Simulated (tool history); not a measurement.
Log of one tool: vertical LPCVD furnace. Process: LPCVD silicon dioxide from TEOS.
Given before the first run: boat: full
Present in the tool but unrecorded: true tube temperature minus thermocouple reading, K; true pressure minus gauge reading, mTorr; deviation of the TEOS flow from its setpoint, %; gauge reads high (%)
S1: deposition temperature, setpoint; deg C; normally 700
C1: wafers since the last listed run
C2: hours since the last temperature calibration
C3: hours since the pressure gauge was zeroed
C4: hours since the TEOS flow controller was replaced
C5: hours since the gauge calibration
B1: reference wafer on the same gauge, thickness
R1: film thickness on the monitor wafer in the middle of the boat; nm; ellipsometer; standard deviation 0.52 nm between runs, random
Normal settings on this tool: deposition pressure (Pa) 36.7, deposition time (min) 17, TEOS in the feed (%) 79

run 1 hour=0 | S1=700 deposition_pressure_(Pa)=30.7 deposition_time_(min)=17 TEOS_in_the_feed_(%)=79 | C1=0 C2=2331.4 C3=2941.8 C4=4159.7 C5=449.2 | B1=149.01 | R1=120.22
run 2 hour=61.7 | S1=700 deposition_pressure_(Pa)=36.7 deposition_time_(min)=17 TEOS_in_the_feed_(%)=79 | C1=1038 C2=2393.1 C3=3003.5 C4=4221.4 C5=510.9 | B1=149.25 | R1=131.2
run 3 hour=118.4 | S1=700 deposition_pressure_(Pa)=36.7 deposition_time_(min)=17 TEOS_in_the_feed_(%)=79 | C1=954 C2=2449.8 C3=3060.2 C4=4278.1 C5=567.6 | B1=149.04 | R1=131.73
run 4 hour=177.9 | S1=700 deposition_pressure_(Pa)=36.7 deposition_time_(min)=17 TEOS_in_the_feed_(%)=79 | C1=1001 C2=2509.3 C3=3119.7 C4=4337.6 C5=627.1 | B1=148.89 | R1=130.89
run 5 hour=240.9 | S1=700 deposition_pressure_(Pa)=36.7 deposition_time_(min)=17 TEOS_in_the_feed_(%)=79 | C1=1060 C2=2572.3 C3=3182.7 C4=4400.6 C5=690.1 | B1=149.05 | R1=132.14
run 6 hour=293.1 | S1=700 deposition_pressure_(Pa)=36.7 deposition_time_(min)=21 TEOS_in_the_feed_(%)=79 | C1=878 C2=2624.5 C3=3234.9 C4=4452.8 C5=742.3 | B1=149.18 | R1=163.6
run 7 hour=363.6 | S1=700 deposition_pressure_(Pa)=36.7 deposition_time_(min)=21 TEOS_in_the_feed_(%)=79 | C1=1186 C2=2695 C3=3305.4 C4=4523.3 C5=812.8 | B1=148.94 | R1=165.12
run 8 hour=428.1 | S1=700 deposition_pressure_(Pa)=36.7 deposition_time_(min)=21 TEOS_in_the_feed_(%)=79 | C1=1085 C2=2759.5 C3=3369.9 C4=4587.8 C5=877.3 | B1=148.95 | R1=161.89
run 9 hour=496.7 | S1=700 deposition_pressure_(Pa)=36.7 deposition_time_(min)=19.5 TEOS_in_the_feed_(%)=79 | C1=1154 C2=2828.1 C3=3438.5 C4=4656.4 C5=945.9 | B1=148.87 | R1=152.54
-- hour=559.1 thermocouples replaced and temperature profile calibrated
run 10 hour=571.5 | S1=700 deposition_pressure_(Pa)=36.7 deposition_time_(min)=17 TEOS_in_the_feed_(%)=79 | C1=855 C2=12.4 C3=3513.3 C4=4731.2 C5=1020.7 | B1=148.93 | R1=128.27
run 11 hour=627.2 | S1=700 deposition_pressure_(Pa)=36.7 deposition_time_(min)=17 TEOS_in_the_feed_(%)=79 | C1=937 C2=68.1 C3=3569 C4=4786.9 C5=1076.4 | B1=149.09 | R1=127.89
run 12 hour=695.5 | S1=700 deposition_pressure_(Pa)=36.7 deposition_time_(min)=17 TEOS_in_the_feed_(%)=79 | C1=1149 C2=136.4 C3=3637.3 C4=4855.2 C5=1144.7 | B1=148.82 | R1=127.8
run 13 hour=745.4 | S1=700 deposition_pressure_(Pa)=36.7 deposition_time_(min)=17 TEOS_in_the_feed_(%)=79 | C1=839 C2=186.3 C3=3687.2 C4=4905.1 C5=1194.6 | B1=148.94 | R1=128.04
run 14 hour=806.2 | S1=700 deposition_pressure_(Pa)=36.7 deposition_time_(min)=17 TEOS_in_the_feed_(%)=79 | C1=1023 C2=247.1 C3=3748 C4=4965.9 C5=1255.4 | B1=148.91 | R1=127.44
run 15 hour=844.6 | S1=700 deposition_pressure_(Pa)=32 deposition_time_(min)=17 TEOS_in_the_feed_(%)=71 | C1=646 C2=285.5 C3=3786.4 C4=5004.3 C5=1293.8 | B1=149.04 | R1=113.21
-- hour=908.9 TEOS flow controller replaced
run 16 hour=1022.9 | S1=690 deposition_pressure_(Pa)=40.7 deposition_time_(min)=14 TEOS_in_the_feed_(%)=79 | C1=2597 C2=463.8 C3=3964.7 C4=114 C5=1472.1 | B1=149.11 | R1=88.32
run 17 hour=1047.9 | S1=700 deposition_pressure_(Pa)=36.7 deposition_time_(min)=17 TEOS_in_the_feed_(%)=79 | C1=420 C2=488.8 C3=3989.7 C4=139 C5=1497.1 | B1=148.89 | R1=128.59
run 18 hour=1079.2 | S1=695 deposition_pressure_(Pa)=36.7 deposition_time_(min)=20 TEOS_in_the_feed_(%)=90 | C1=526 C2=520.1 C3=4021 C4=170.3 C5=1528.4 | B1=148.86 | R1=143.82
-- hour=1108.5 pressure gauge zeroed
run 19 hour=1108.9 | S1=693 deposition_pressure_(Pa)=42 deposition_time_(min)=19.5 TEOS_in_the_feed_(%)=87 | C1=95 C2=549.8 C3=0.4 C4=200 C5=1558.1 | B1=149.14 | R1=140.38
run 20 hour=1179.9 | S1=700 deposition_pressure_(Pa)=36.7 deposition_time_(min)=17 TEOS_in_the_feed_(%)=79 | C1=1195 C2=620.8 C3=71.4 C4=271 C5=1629.1 | B1=149.02 | R1=129.72
run 21 hour=1228.5 | S1=700 deposition_pressure_(Pa)=42 deposition_time_(min)=17 TEOS_in_the_feed_(%)=84 | C1=818 C2=669.4 C3=120 C4=319.6 C5=1677.7 | B1=148.94 | R1=141.75
run 22 hour=1300.2 | S1=700 deposition_pressure_(Pa)=36.7 deposition_time_(min)=17 TEOS_in_the_feed_(%)=73 | C1=1206 C2=741.1 C3=191.7 C4=391.3 C5=1749.4 | B1=148.95 | R1=123.26
run 23 hour=1354.5 | S1=696 deposition_pressure_(Pa)=34 deposition_time_(min)=11.5 TEOS_in_the_feed_(%)=92 | C1=914 C2=795.4 C3=246 C4=445.6 C5=1803.7 | B1=149.04 | R1=82.08
-- hour=1356 gauge calibrated
run 24 hour=1382.5 | S1=700 deposition_pressure_(Pa)=36.7 deposition_time_(min)=12 TEOS_in_the_feed_(%)=79 | C1=471 C2=823.4 C3=274 C4=473.6 C5=26.5 | B1=148.96 | R1=90.78
run 25 hour=1437.7 | S1=711 deposition_pressure_(Pa)=28 deposition_time_(min)=21 TEOS_in_the_feed_(%)=73 | C1=929 C2=878.6 C3=329.2 C4=528.8 C5=81.7 | B1=148.9 | R1=172.5
run 26 hour=1462.4 | S1=700 deposition_pressure_(Pa)=32.7 deposition_time_(min)=19 TEOS_in_the_feed_(%)=79 | C1=415 C2=903.3 C3=353.9 C4=553.5 C5=106.4 | B1=149.01 | R1=136.31
run 27 hour=1625.8 | S1=700 deposition_pressure_(Pa)=32.7 deposition_time_(min)=17 TEOS_in_the_feed_(%)=79 | C1=2750 C2=1066.7 C3=517.3 C4=716.9 C5=269.8 | B1=149.09 | R1=121.3
run 28 hour=1669.1 | S1=697 deposition_pressure_(Pa)=36.7 deposition_time_(min)=17 TEOS_in_the_feed_(%)=79 | C1=728 C2=1110 C3=560.6 C4=760.2 C5=313.1 | B1=149.05 | R1=119.62
run 29 hour=1707.7 | S1=700 deposition_pressure_(Pa)=36.7 deposition_time_(min)=17 TEOS_in_the_feed_(%)=79 | C1=649 C2=1148.6 C3=599.2 C4=798.8 C5=351.7 | B1=148.98 | R1=129.34
run 30 hour=1764.4 | S1=691 deposition_pressure_(Pa)=34 deposition_time_(min)=17 TEOS_in_the_feed_(%)=85 | C1=954 C2=1205.3 C3=655.9 C4=855.5 C5=408.4 | B1=149.01 | R1=104.35
run 31 hour=1794.9 | S1=700 deposition_pressure_(Pa)=36.7 deposition_time_(min)=19 TEOS_in_the_feed_(%)=79 | C1=513 C2=1235.8 C3=686.4 C4=886 C5=438.9 | B1=148.97 | R1=144.3
run 32 hour=1846 | S1=700 deposition_pressure_(Pa)=36.7 deposition_time_(min)=17 TEOS_in_the_feed_(%)=95 | C1=860 C2=1286.9 C3=737.5 C4=937.1 C5=490 | B1=148.95 | R1=142.93

Give the tool's hidden conditions for every run:
true pressure minus gauge reading, mTorr: 0 across all the runs
deviation of the TEOS flow from its setpoint, %: 0 across all the runs
gauge reads high (%): 0 across all the runs
H1: true tube temperature minus thermocouple reading, K
run=1 H1=1.48
run=2 H1=1.51
run=3 H1=1.54
run=4 H1=1.57
run=5 H1=1.6
run=6 H1=1.63
run=7 H1=1.66
run=8 H1=1.7
run=9 H1=1.73
run=10 H1=0.14
run=11 H1=0.168
run=12 H1=0.204
run=13 H1=0.229
run=14 H1=0.261
run=15 H1=0.281
run=16 H1=0.372
run=17 H1=0.385
run=18 H1=0.401
run=19 H1=0.417
run=20 H1=0.453
run=21 H1=0.478
run=22 H1=0.515
run=23 H1=0.543
run=24 H1=0.558
run=25 H1=0.586
run=26 H1=0.599
run=27 H1=0.683
run=28 H1=0.706
run=29 H1=0.726
run=30 H1=0.755
run=31 H1=0.77
run=32 H1=0.797
